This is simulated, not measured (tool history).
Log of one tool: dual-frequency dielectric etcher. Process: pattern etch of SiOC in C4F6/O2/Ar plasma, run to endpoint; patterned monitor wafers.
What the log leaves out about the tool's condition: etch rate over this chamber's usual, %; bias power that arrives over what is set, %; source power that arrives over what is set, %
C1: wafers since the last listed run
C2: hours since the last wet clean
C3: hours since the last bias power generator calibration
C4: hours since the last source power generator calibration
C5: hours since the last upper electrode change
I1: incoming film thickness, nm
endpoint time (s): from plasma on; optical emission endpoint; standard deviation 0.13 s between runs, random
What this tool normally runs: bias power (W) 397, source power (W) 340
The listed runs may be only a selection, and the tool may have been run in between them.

run 1 day=0 | bias_power_(W)=397 source_power_(W)=340 | C1=0 C2=138.9 C3=3725.9 C4=3943.7 C5=1217.9 | I1=40.36 | endpoint_time_(s)=17
run 2 day=1.929 | bias_power_(W)=397 source_power_(W)=340 | C1=805 C2=185.2 C3=3772.2 C4=3990 C5=1264.2 | I1=40.36 | endpoint_time_(s)=16.7
run 3 day=3.854 | bias_power_(W)=397 source_power_(W)=340 | C1=803 C2=231.4 C3=3818.4 C4=4036.2 C5=1310.4 | I1=40.66 | endpoint_time_(s)=16.9
run 4 day=5.533 | bias_power_(W)=397 source_power_(W)=340 | C1=700 C2=271.7 C3=3858.7 C4=4076.5 C5=1350.7 | I1=40.53 | endpoint_time_(s)=16.8
run 5 day=6.625 | bias_power_(W)=397 source_power_(W)=340 | C1=455 C2=297.9 C3=3884.9 C4=4102.7 C5=1376.9 | I1=40.11 | endpoint_time_(s)=16.9
run 6 day=8.458 | bias_power_(W)=397 source_power_(W)=340 | C1=765 C2=341.9 C3=3928.9 C4=4146.7 C5=1420.9 | I1=40.61 | endpoint_time_(s)=17.2
run 7 day=10.042 | bias_power_(W)=454 source_power_(W)=340 | C1=660 C2=379.9 C3=3966.9 C4=4184.7 C5=1458.9 | I1=40.39 | endpoint_time_(s)=16
run 8 day=12.25 | bias_power_(W)=454 source_power_(W)=340 | C1=921 C2=432.9 C3=4019.9 C4=4237.7 C5=1511.9 | I1=40.26 | endpoint_time_(s)=16
-- day=13.858 wet clean of the chamber
run 9 day=14.871 | bias_power_(W)=454 source_power_(W)=340 | C1=676 C2=24.3 C3=4082.8 C4=4300.6 C5=1574.8 | I1=40.23 | endpoint_time_(s)=15.2
run 10 day=17.033 | bias_power_(W)=397 source_power_(W)=340 | C1=902 C2=76.2 C3=4134.7 C4=4352.5 C5=1626.7 | I1=40.23 | endpoint_time_(s)=16.5
run 11 day=19.142 | bias_power_(W)=397 source_power_(W)=340 | C1=880 C2=126.8 C3=4185.3 C4=4403.1 C5=1677.3 | I1=40.14 | endpoint_time_(s)=16.7
-- day=20.508 source power generator calibrated
-- day=20.671 bias power generator calibrated
run 12 day=21.788 | bias_power_(W)=397 source_power_(W)=340 | C1=966 C2=190.3 C3=26.8 C4=30.7 C5=1740.8 | I1=40.91 | endpoint_time_(s)=17.3
run 13 day=22.933 | bias_power_(W)=397 source_power_(W)=310 | C1=478 C2=217.8 C3=54.3 C4=58.2 C5=1768.3 | I1=41 | endpoint_time_(s)=17.8
-- day=26.388 upper electrode replaced
run 14 day=26.408 | bias_power_(W)=397 source_power_(W)=340 | C1=1033 C2=301.2 C3=137.7 C4=141.6 C5=0.5 | I1=40.24 | endpoint_time_(s)=16.8
run 15 day=27.842 | bias_power_(W)=397 source_power_(W)=340 | C1=598 C2=335.6 C3=172.1 C4=176 C5=34.9 | I1=40.66 | endpoint_time_(s)=17.4
run 16 day=30.562 | bias_power_(W)=373 source_power_(W)=340 | C1=1135 C2=400.9 C3=237.4 C4=241.3 C5=100.2 | I1=40.19 | endpoint_time_(s)=18
run 17 day=32.033 | bias_power_(W)=397 source_power_(W)=340 | C1=613 C2=436.2 C3=272.7 C4=276.6 C5=135.5 | I1=40.25 | endpoint_time_(s)=17.4
run 18 day=34.083 | bias_power_(W)=397 source_power_(W)=340 | C1=855 C2=485.4 C3=321.9 C4=325.8 C5=184.7 | I1=40.11 | endpoint_time_(s)=17.4
run 19 day=35.883 | bias_power_(W)=397 source_power_(W)=290 | C1=751 C2=528.6 C3=365.1 C4=369 C5=227.9 | I1=40.51 | endpoint_time_(s)=18.2
-- day=37.083 wet clean of the chamber
run 20 day=38.85 | bias_power_(W)=397 source_power_(W)=320 | C1=820 C2=42.4 C3=436.3 C4=440.2 C5=299.1 | I1=40.56 | endpoint_time_(s)=16.9
run 21 day=40.358 | bias_power_(W)=397 source_power_(W)=340 | C1=629 C2=78.6 C3=472.5 C4=476.4 C5=335.3 | I1=40.6 | endpoint_time_(s)=16.6
run 22 day=41.954 | bias_power_(W)=357 source_power_(W)=340 | C1=666 C2=116.9 C3=510.8 C4=514.7 C5=373.6 | I1=40.62 | endpoint_time_(s)=17.7
run 23 day=43.425 | bias_power_(W)=299 source_power_(W)=340 | C1=613 C2=152.2 C3=546.1 C4=550 C5=408.9 | I1=40.74 | endpoint_time_(s)=19.9
run 24 day=44.867 | bias_power_(W)=428 source_power_(W)=410 | C1=601 C2=186.8 C3=580.7 C4=584.6 C5=443.5 | I1=40.55 | endpoint_time_(s)=15.4
run 25 day=47.854 | bias_power_(W)=436 source_power_(W)=310 | C1=1247 C2=258.5 C3=652.4 C4=656.3 C5=515.2 | I1=40.5 | endpoint_time_(s)=16.6
run 26 day=50.346 | bias_power_(W)=359 source_power_(W)=290 | C1=1040 C2=318.3 C3=712.2 C4=716.1 C5=575 | I1=40.07 | endpoint_time_(s)=19
run 27 day=53.271 | bias_power_(W)=368 source_power_(W)=340 | C1=1221 C2=388.5 C3=782.4 C4=786.3 C5=645.2 | I1=40.7 | endpoint_time_(s)=18.3
-- day=60.762 wet clean of the chamber
run 28 day=60.783 | bias_power_(W)=397 source_power_(W)=310 | C1=2718 C2=0.5 C3=962.7 C4=966.6 C5=825.5 | I1=40.83 | endpoint_time_(s)=17.1
run 29 day=62.429 | bias_power_(W)=440 source_power_(W)=300 | C1=687 C2=40 C3=1002.2 C4=1006.1 C5=865 | I1=40.35 | endpoint_time_(s)=16.1
run 30 day=64.558 | bias_power_(W)=463 source_power_(W)=340 | C1=888 C2=91.1 C3=1053.3 C4=1057.2 C5=916.1 | I1=39.95 | endpoint_time_(s)=15.2
run 31 day=67.025 | bias_power_(W)=397 source_power_(W)=340 | C1=1029 C2=150.3 C3=1112.5 C4=1116.4 C5=975.3 | I1=40.69 | endpoint_time_(s)=16.9
run 32 day=68.983 | bias_power_(W)=463 source_power_(W)=340 | C1=817 C2=197.3 C3=1159.5 C4=1163.4 C5=1022.3 | I1=40.46 | endpoint_time_(s)=15.5
run 33 day=71.567 | bias_power_(W)=397 source_power_(W)=340 | C1=1078 C2=259.3 C3=1221.5 C4=1225.4 C5=1084.3 | I1=40.28 | endpoint_time_(s)=16.8
run 34 day=74.45 | bias_power_(W)=468 source_power_(W)=370 | C1=1203 C2=328.5 C3=1290.7 C4=1294.6 C5=1153.5 | I1=40.52 | endpoint_time_(s)=15.4
run 35 day=77.054 | bias_power_(W)=397 source_power_(W)=340 | C1=1087 C2=391 C3=1353.2 C4=1357.1 C5=1216 | I1=40.57 | endpoint_time_(s)=17.3
run 36 day=78.5 | bias_power_(W)=318 source_power_(W)=420 | C1=603 C2=425.7 C3=1387.9 C4=1391.8 C5=1250.7 | I1=40.49 | endpoint_time_(s)=18.1

3 options for the next run, each taken on its own from the tool as it stands now. Forecast them:
run A day=78.517 | bias_power_(W)=397 source_power_(W)=340 | C1=6 C2=426.1 C3=1388.3 C4=1392.2 C5=1251.1 | I1=40.33 | endpoint_time_(s)=?
run B day=78.517 | bias_power_(W)=436 source_power_(W)=370 | C1=6 C2=426.1 C3=1388.3 C4=1392.2 C5=1251.1 | I1=40.33 | endpoint_time_(s)=?
run C day=78.517 | bias_power_(W)=303 source_power_(W)=390 | C1=6 C2=426.1 C3=1388.3 C4=1392.2 C5=1251.1 | I1=40.33 | endpoint_time_(s)=?

run=A endpoint_time_(s)=17.3
run=B endpoint_time_(s)=16.1
run=C endpoint_time_(s)=19.3
With the hidden condition removed and each run's random variation left untouched, the same runs would have given:
run=A endpoint_time_(s)=16.5
run=B endpoint_time_(s)=15.4
run=C endpoint_time_(s)=18.5

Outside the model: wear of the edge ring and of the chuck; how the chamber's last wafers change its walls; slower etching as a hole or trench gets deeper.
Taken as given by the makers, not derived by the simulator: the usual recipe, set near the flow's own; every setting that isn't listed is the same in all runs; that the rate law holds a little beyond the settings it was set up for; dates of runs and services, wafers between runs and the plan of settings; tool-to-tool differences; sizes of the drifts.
